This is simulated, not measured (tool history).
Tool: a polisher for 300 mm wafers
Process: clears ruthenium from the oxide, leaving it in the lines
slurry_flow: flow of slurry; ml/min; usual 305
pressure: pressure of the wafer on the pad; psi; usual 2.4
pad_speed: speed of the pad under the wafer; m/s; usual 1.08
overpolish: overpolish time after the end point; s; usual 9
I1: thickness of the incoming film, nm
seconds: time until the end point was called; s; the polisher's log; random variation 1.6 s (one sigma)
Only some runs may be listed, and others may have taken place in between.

Run 1, day 0.000: usual settings; I1 148.3. Result: seconds 95.8 s.
Run 2, day 0.667: usual settings; I1 149.0. Result: seconds 93.0 s.
Run 3, day 1.017: usual settings but pressure 2.7 psi; I1 149.9. Result: seconds 84.5 s.
Run 4, day 1.592: usual settings but pressure 2.7 psi; I1 150.3. Result: seconds 82.4 s.
Run 5, day 2.308: usual settings; I1 148.3. Result: seconds 93.6 s.
Run 6, day 2.762: usual settings; I1 151.6. Result: seconds 96.7 s.
Run 7, day 3.329: usual settings; I1 151.3. Result: seconds 96.5 s.
Run 8, day 3.625: usual settings; I1 150.7. Result: seconds 94.7 s.
Run 9, day 4.258: usual settings; I1 149.8. Result: seconds 94.6 s.
Run 10, day 4.958: usual settings; I1 149.6. Result: seconds 92.6 s.
Run 11, day 5.283: usual settings; I1 151.9. Result: seconds 87.3 s.
Run 12, day 5.933: usual settings; I1 148.3. Result: seconds 82.0 s.
Run 13, day 6.604: usual settings; I1 147.0. Result: seconds 84.4 s.
Run 14, day 7.333: usual settings; I1 151.1. Result: seconds 86.9 s.
Run 15, day 8.021: usual settings; I1 150.8. Result: seconds 85.7 s.
Run 16, day 8.583: usual settings; I1 151.8. Result: seconds 87.3 s.
Run 17, day 9.204: usual settings but pressure 1.8 psi, pad_speed 1.38 m/s, overpolish 13 s; I1 148.4. Result: seconds 93.2 s.
Run 18, day 9.675: usual settings but pad_speed 0.92 m/s; I1 150.4. Result: seconds 101.7 s.
Run 19, day 10.312: usual settings but pressure 2.8 psi, overpolish 7 s; I1 148.5. Result: seconds 78.2 s.
Run 20, day 10.962: usual settings; I1 148.2. Result: seconds 92.5 s.
Run 21, day 11.708: usual settings; I1 148.9. Result: seconds 92.7 s.
Run 22, day 12.404: usual settings but slurry_flow 405 ml/min, pressure 1.6 psi, pad_speed 0.92 m/s; I1 152.0. Result: seconds 150.8 s.
Run 23, day 12.846: usual settings but pad_speed 0.70 m/s; I1 150.8. Result: seconds 125.5 s.
Run 24, day 13.262: usual settings but pad_speed 0.80 m/s; I1 150.4. Result: seconds 113.8 s.
Run 25, day 13.583: usual settings but slurry_flow 215 ml/min, pad_speed 1.40 m/s; I1 151.2. Result: seconds 80.6 s.
Run 26, day 15.700: usual settings but pressure 3.0 psi; I1 151.2. Result: seconds 75.1 s.
Run 27, day 16.204: usual settings but pressure 2.9 psi, overpolish 12 s; I1 151.4. Result: seconds 77.6 s.
Run 28, day 16.746: usual settings but slurry_flow 405 ml/min, pressure 1.6 psi; I1 150.6. Result: seconds 130.4 s.
Run 29, day 17.504: usual settings; I1 152.6. Result: seconds 95.6 s.
Run 30, day 18.029: usual settings; I1 152.2. Result: seconds 92.8 s.
Run 31, day 18.521: usual settings; I1 151.4. Result: seconds 95.0 s.
Run 32, day 18.888: usual settings but slurry_flow 390 ml/min, overpolish 11 s; I1 150.7. Result: seconds 90.3 s.
Run 33, day 19.600: usual settings; I1 148.3. Result: seconds 93.6 s.
Run 34, day 20.346: usual settings; I1 153.4. Result: seconds 95.1 s.
Run 35, day 20.996: usual settings but pressure 3.0 psi, overpolish 5 s; I1 149.4. Result: seconds 73.4 s.
Run 36, day 21.279: usual settings but pressure 2.1 psi, pad_speed 0.78 m/s; I1 149.8. Result: seconds 132.6 s.
Run 37, day 21.700: usual settings but slurry_flow 405 ml/min, pressure 2.0 psi, pad_speed 0.98 m/s, overpolish 6 s; I1 150.7. Result: seconds 117.5 s.
Run 38, day 22.100: usual settings but pressure 3.1 psi, pad_speed 1.22 m/s, overpolish 5 s; I1 149.6. Result: seconds 66.9 s.

Removed from this log: 4 entries logged between the listed runs. Between which two listed runs does each belong, and how does the tool's hidden state at the listed run before it compare with that at the listed run after it?
Run 10 -> run 11: slurry nozzle cleaned (day 5.112)
  slurry flow missing at the pad, %: 44.6 -> 3.02; deviation of the head's pressure from its setpoint, %: 7.62 -> 7.83
  measured less the result without the state, seconds: +0.9 -> -6.6 s
Run 14 -> run 15: worn pad replaced by a new one (day 8.000)
  slurry flow missing at the pad, %: 10.8 -> 13; deviation of the head's pressure from its setpoint, %: 9.26 -> 9.77
  measured less the result without the state, seconds: -6.9 -> -7.0 s
Run 17 -> run 18: head pressure recalibrated (day 9.375)
  slurry flow missing at the pad, %: 16.6 -> 17.9; deviation of the head's pressure from its setpoint, %: 10.7 -> 2.8
  measured less the result without the state, seconds: -7.9 -> -0.6 s
Run 28 -> run 29: worn pad replaced by a new one (day 17.483)
  slurry flow missing at the pad, %: 31.4 -> 32.4; deviation of the head's pressure from its setpoint, %: 3.62 -> 3.8
  measured less the result without the state, seconds: -0.1 -> +1.0 s
